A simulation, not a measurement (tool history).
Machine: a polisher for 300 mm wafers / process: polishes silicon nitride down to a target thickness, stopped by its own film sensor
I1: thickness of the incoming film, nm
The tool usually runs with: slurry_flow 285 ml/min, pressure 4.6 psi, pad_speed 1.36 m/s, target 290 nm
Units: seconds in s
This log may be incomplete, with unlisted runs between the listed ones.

run 1 day=0 | slurry_flow=240 pressure=4.6 pad_speed=1.36 target=290 | I1=471.3 | seconds=59.1
-- day=1.896 slurry nozzle cleaned
run 2 day=2.558 | slurry_flow=285 pressure=4.6 pad_speed=1.36 target=267 | I1=466.2 | seconds=57.9
-- day=5.05 worn pad replaced by a new one
run 3 day=7.246 | slurry_flow=285 pressure=4.6 pad_speed=1.36 target=267 | I1=467.6 | seconds=59.7
run 4 day=9.654 | slurry_flow=285 pressure=3.7 pad_speed=1.36 target=290 | I1=475.9 | seconds=68.9
run 5 day=12 | slurry_flow=285 pressure=3.7 pad_speed=1.36 target=290 | I1=471 | seconds=63.9
run 6 day=13.304 | slurry_flow=255 pressure=4.6 pad_speed=1.36 target=290 | I1=476.8 | seconds=56.1
run 7 day=14.842 | slurry_flow=285 pressure=4.6 pad_speed=1.16 target=290 | I1=470.2 | seconds=57.3
run 8 day=17.588 | slurry_flow=285 pressure=4.6 pad_speed=1.16 target=290 | I1=473.5 | seconds=59.8
-- day=18.896 worn pad replaced by a new one
-- day=18.975 slurry nozzle cleaned
run 9 day=20.508 | slurry_flow=285 pressure=4.6 pad_speed=1.16 target=290 | I1=464.3 | seconds=54.1
run 10 day=22.083 | slurry_flow=285 pressure=4.6 pad_speed=1.36 target=290 | I1=469.4 | seconds=50.3
run 11 day=23.275 | slurry_flow=285 pressure=4.6 pad_speed=1.36 target=290 | I1=467.8 | seconds=50.1
run 12 day=24.471 | slurry_flow=285 pressure=4.6 pad_speed=1.36 target=290 | I1=468.5 | seconds=51.2
run 13 day=26.783 | slurry_flow=285 pressure=4.6 pad_speed=1.36 target=290 | I1=473.4 | seconds=51.2
run 14 day=29.404 | slurry_flow=285 pressure=4.6 pad_speed=1.36 target=290 | I1=468.6 | seconds=50.3
-- day=34.175 worn pad replaced by a new one
-- day=36.575 slurry nozzle cleaned
run 15 day=37.7 | slurry_flow=255 pressure=3.9 pad_speed=1.36 target=307 | I1=479.9 | seconds=52.7
-- day=39.429 head pressure recalibrated
run 16 day=39.45 | slurry_flow=285 pressure=4.6 pad_speed=1.36 target=290 | I1=470.4 | seconds=54.2
run 17 day=40.542 | slurry_flow=285 pressure=6 pad_speed=0.94 target=341 | I1=476.9 | seconds=39
run 18 day=42.138 | slurry_flow=335 pressure=6 pad_speed=1 target=256 | I1=465.8 | seconds=56.8
run 19 day=43.421 | slurry_flow=360 pressure=3.4 pad_speed=1.36 target=290 | I1=465.4 | seconds=69
run 20 day=45.55 | slurry_flow=355 pressure=4.6 pad_speed=1.36 target=244 | I1=467.8 | seconds=66.2
run 21 day=47.583 | slurry_flow=285 pressure=4.6 pad_speed=1.2 target=290 | I1=476.1 | seconds=59.9
-- day=49.462 worn pad replaced by a new one
-- day=53.592 slurry nozzle cleaned
run 22 day=55.075 | slurry_flow=285 pressure=3.4 pad_speed=1.36 target=290 | I1=466.4 | seconds=70
run 23 day=56.171 | slurry_flow=285 pressure=4.6 pad_speed=1.36 target=290 | I1=463.9 | seconds=52.6
run 24 day=57.379 | slurry_flow=285 pressure=3 pad_speed=1.16 target=290 | I1=471.1 | seconds=90.1
run 25 day=60.317 | slurry_flow=220 pressure=4.6 pad_speed=1.36 target=290 | I1=473.1 | seconds=56.4
run 26 day=61.454 | slurry_flow=285 pressure=5.8 pad_speed=1.36 target=290 | I1=464.3 | seconds=41.2
-- day=62.717 worn pad replaced by a new one
run 27 day=64.017 | slurry_flow=285 pressure=3.8 pad_speed=0.98 target=250 | I1=466.8 | seconds=91
run 28 day=65.95 | slurry_flow=335 pressure=3.3 pad_speed=1.36 target=316 | I1=472.5 | seconds=63.6
run 29 day=68.65 | slurry_flow=335 pressure=3.3 pad_speed=1.36 target=316 | I1=469.2 | seconds=62.8

The same runs without the tool's hidden state, with the same run-to-run variation:
The hidden state here: removal rate lost through wear of the pad, %; slurry flow missing at the pad, %; deviation of the head's pressure from its setpoint, %.
run=1 seconds=53.3
run=2 seconds=57.6
run=3 seconds=59.4
run=4 seconds=68.4
run=5 seconds=63.3
run=6 seconds=55.3
run=7 seconds=56.6
run=8 seconds=58.9
run=9 seconds=56.2
run=10 seconds=52.4
run=11 seconds=52.2
run=12 seconds=53.4
run=13 seconds=53.5
run=14 seconds=52.5
run=15 seconds=58.9
run=16 seconds=53.2
run=17 seconds=38.2
run=18 seconds=55.5
run=19 seconds=67.4
run=20 seconds=64.3
run=21 seconds=57.5
run=22 seconds=69.6
run=23 seconds=52.2
run=24 seconds=89.2
run=25 seconds=55.2
run=26 seconds=40.5
run=27 seconds=89.2
run=28 seconds=62.5
run=29 seconds=61.4
